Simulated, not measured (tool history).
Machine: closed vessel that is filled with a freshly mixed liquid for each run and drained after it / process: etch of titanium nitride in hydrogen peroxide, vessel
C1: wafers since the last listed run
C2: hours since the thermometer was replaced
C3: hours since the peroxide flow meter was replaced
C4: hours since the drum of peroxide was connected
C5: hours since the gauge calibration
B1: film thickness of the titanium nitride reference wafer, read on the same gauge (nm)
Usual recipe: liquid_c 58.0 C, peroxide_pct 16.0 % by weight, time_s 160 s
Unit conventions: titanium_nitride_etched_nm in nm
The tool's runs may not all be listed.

Run 1, day 0.000: usual settings; C1 0; C2 1325.2; C3 136.3; C4 571.6; C5 899.2; B1 30.01. Result: titanium_nitride_etched_nm 6.84 nm.
At day 2.021: new drum of peroxide connected.
Run 2, day 2.250: usual settings; C1 5374; C2 1379.2; C3 190.3; C4 5.5; C5 953.2; B1 30.02. Result: titanium_nitride_etched_nm 6.85 nm.
Run 3, day 6.592: usual settings but peroxide_pct 18.5 % by weight, time_s 140 s; C1 10566; C2 1483.4; C3 294.5; C4 109.7; C5 1057.4; B1 29.99. Result: titanium_nitride_etched_nm 6.13 nm.
Run 4, day 8.954: usual settings but peroxide_pct 18.5 % by weight, time_s 140 s; C1 5749; C2 1540.1; C3 351.2; C4 166.4; C5 1114.1; B1 29.99. Result: titanium_nitride_etched_nm 6.14 nm.
Run 5, day 13.200: usual settings but peroxide_pct 18.5 % by weight, time_s 140 s; C1 10333; C2 1642.0; C3 453.1; C4 268.3; C5 1216.0; B1 30.00. Result: titanium_nitride_etched_nm 6.13 nm.
Run 6, day 16.783: usual settings; C1 8721; C2 1728.0; C3 539.1; C4 354.3; C5 1302.0; B1 29.99. Result: titanium_nitride_etched_nm 6.76 nm.
Run 7, day 19.471: usual settings; C1 6540; C2 1792.5; C3 603.6; C4 418.8; C5 1366.5; B1 30.00. Result: titanium_nitride_etched_nm 6.75 nm.
Run 8, day 22.696: usual settings but time_s 110 s; C1 7848; C2 1869.9; C3 681.0; C4 496.2; C5 1443.9; B1 30.01. Result: titanium_nitride_etched_nm 4.64 nm.
Run 9, day 26.242: usual settings but time_s 110 s; C1 8629; C2 1955.0; C3 766.1; C4 581.3; C5 1529.0; B1 30.02. Result: titanium_nitride_etched_nm 4.62 nm.
Run 10, day 29.788: usual settings but time_s 110 s; C1 8629; C2 2040.1; C3 851.2; C4 666.4; C5 1614.1; B1 30.05. Result: titanium_nitride_etched_nm 4.66 nm.
Run 11, day 32.033: usual settings but peroxide_pct 19.0 % by weight, time_s 230 s; C1 5465; C2 2094.0; C3 905.1; C4 720.3; C5 1668.0; B1 30.01. Result: titanium_nitride_etched_nm 10.06 nm.
Run 12, day 33.879: usual settings but peroxide_pct 19.0 % by weight, time_s 230 s; C1 4492; C2 2138.3; C3 949.4; C4 764.6; C5 1712.3; B1 29.99. Result: titanium_nitride_etched_nm 10.00 nm.
At day 34.750: new drum of peroxide connected.
Run 13, day 35.733: usual settings but peroxide_pct 19.0 % by weight, time_s 230 s; C1 4411; C2 2182.8; C3 993.9; C4 23.6; C5 1756.8; B1 30.04. Result: titanium_nitride_etched_nm 9.99 nm.
At day 37.925: gauge calibrated.
Run 14, day 38.662: usual settings but liquid_c 49.5 C, peroxide_pct 20.5 % by weight, time_s 100 s; C1 7128; C2 2253.1; C3 1064.2; C4 93.9; C5 17.7; B1 30.05. Result: titanium_nitride_etched_nm 2.43 nm.
Run 15, day 43.079: usual settings; C1 10749; C2 2359.1; C3 1170.2; C4 199.9; C5 123.7; B1 30.01. Result: titanium_nitride_etched_nm 6.69 nm.
At day 46.046: peroxide flow meter replaced.
Run 16, day 47.396: usual settings but liquid_c 64.5 C, time_s 95 s; C1 10404; C2 2462.7; C3 32.4; C4 303.5; C5 227.3; B1 30.02. Result: titanium_nitride_etched_nm 6.15 nm.

Predict the results of run 17:
Run 17, day 48.921: usual settings; C1 3711; C2 2499.3; C3 69.0; C4 340.1; C5 263.9; B1 ?. Result: titanium_nitride_etched_nm ?.

Run 17 came out at B1 30.04, titanium_nitride_etched_nm 6.68 nm.
Without the tool's hidden state the same run would have given titanium_nitride_etched_nm 7.07 nm.

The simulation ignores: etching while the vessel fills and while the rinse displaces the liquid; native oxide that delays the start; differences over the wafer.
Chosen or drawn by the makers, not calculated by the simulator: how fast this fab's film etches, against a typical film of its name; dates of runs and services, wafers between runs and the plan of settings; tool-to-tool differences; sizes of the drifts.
